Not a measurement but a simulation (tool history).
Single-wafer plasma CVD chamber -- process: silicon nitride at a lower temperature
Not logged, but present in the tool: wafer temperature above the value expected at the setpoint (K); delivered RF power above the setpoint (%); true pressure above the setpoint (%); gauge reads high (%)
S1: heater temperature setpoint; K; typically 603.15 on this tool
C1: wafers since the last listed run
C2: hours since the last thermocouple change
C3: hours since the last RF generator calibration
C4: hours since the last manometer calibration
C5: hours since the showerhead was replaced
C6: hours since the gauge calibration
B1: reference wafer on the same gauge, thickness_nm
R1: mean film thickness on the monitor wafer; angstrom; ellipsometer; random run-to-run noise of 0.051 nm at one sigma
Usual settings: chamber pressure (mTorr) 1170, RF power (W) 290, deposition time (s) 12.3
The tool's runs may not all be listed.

Run 1, day 0.000: usual settings; C1 0; C2 1398.1; C3 1861.0; C4 865.5; C5 2564.2; C6 598.1; B1 14.094. Result: R1 121.09 angstrom.
Run 2, day 1.025: usual settings; C1 664; C2 1422.7; C3 1885.6; C4 890.1; C5 2588.8; C6 622.7; B1 14.103. Result: R1 121.70 angstrom.
Run 3, day 3.521: usual settings; C1 1617; C2 1482.6; C3 1945.5; C4 950.0; C5 2648.7; C6 682.6; B1 14.138. Result: R1 121.45 angstrom.
Run 4, day 5.817: usual settings; C1 1487; C2 1537.7; C3 2000.6; C4 1005.1; C5 2703.8; C6 737.7; B1 14.183. Result: R1 122.60 angstrom.
Run 5, day 8.054: usual settings; C1 1449; C2 1591.4; C3 2054.3; C4 1058.8; C5 2757.5; C6 791.4; B1 14.211. Result: R1 123.86 angstrom.
Run 6, day 9.800: usual settings but RF power (W) 320; C1 1131; C2 1633.3; C3 2096.2; C4 1100.7; C5 2799.4; C6 833.3; B1 14.285. Result: R1 133.66 angstrom.
At day 17.933: gauge calibrated.
Run 7, day 18.142: usual settings but RF power (W) 320; C1 5405; C2 1833.5; C3 2296.4; C4 1300.9; C5 2999.6; C6 5.0; B1 13.818. Result: R1 130.25 angstrom.
At day 19.117: RF generator calibrated.
Run 8, day 20.992: usual settings but deposition time (s) 10.7; C1 1630; C2 1901.9; C3 45.0; C4 1369.3; C5 3068.0; C6 73.4; B1 13.835. Result: R1 103.53 angstrom.
At day 21.575: showerhead replaced.
At day 22.004: capacitance manometer re-zeroed and calibrated.
Run 9, day 23.321: usual settings but chamber pressure (mTorr) 1280; C1 1077; C2 1957.8; C3 100.9; C4 31.6; C5 41.9; C6 129.3; B1 13.837. Result: R1 122.27 angstrom.
Run 10, day 25.358: usual settings but S1 613.15 K; C1 1320; C2 2006.7; C3 149.8; C4 80.5; C5 90.8; C6 178.2; B1 13.836. Result: R1 119.74 angstrom.
Run 11, day 28.167: usual settings but deposition time (s) 13.6; C1 1819; C2 2074.1; C3 217.2; C4 147.9; C5 158.2; C6 245.6; B1 13.853. Result: R1 132.48 angstrom.
At day 28.721: thermocouple changed; heater temperature recalibrated.
Run 12, day 30.567: usual settings but chamber pressure (mTorr) 1290, deposition time (s) 13.9; C1 1339; C2 44.3; C3 274.8; C4 205.5; C5 215.8; C6 303.2; B1 13.879. Result: R1 139.24 angstrom.
Run 13, day 31.650: usual settings but RF power (W) 315; C1 702; C2 70.3; C3 300.8; C4 231.5; C5 241.8; C6 329.2; B1 13.891. Result: R1 129.61 angstrom.
Run 14, day 33.596: usual settings but RF power (W) 330, deposition time (s) 11.0; C1 1260; C2 117.0; C3 347.5; C4 278.2; C5 288.5; C6 375.9; B1 13.881. Result: R1 120.31 angstrom.
Run 15, day 35.300: usual settings but deposition time (s) 13.6; C1 1104; C2 157.9; C3 388.4; C4 319.1; C5 329.4; C6 416.8; B1 13.925. Result: R1 133.05 angstrom.
Run 16, day 37.296: usual settings but RF power (W) 240; C1 1293; C2 205.8; C3 436.3; C4 367.0; C5 377.3; C6 464.7; B1 13.940. Result: R1 101.37 angstrom.

Give the tool's hidden conditions for every run:
wafer temperature above the value expected at the setpoint (K): 0, the same for each run
delivered RF power above the setpoint (%): 0, the same for each run
true pressure above the setpoint (%): 0, the same for each run
H1: gauge reads high (%)
run     H1
  1   2.04
  2   2.16
  3   2.49
  4   2.83
  5   3.17
  6   3.46
  7  0.161
  8  0.184
  9  0.232
 10  0.295
 11  0.416
 12   0.55
 13  0.619
 14  0.758
 15  0.895
 16   1.07
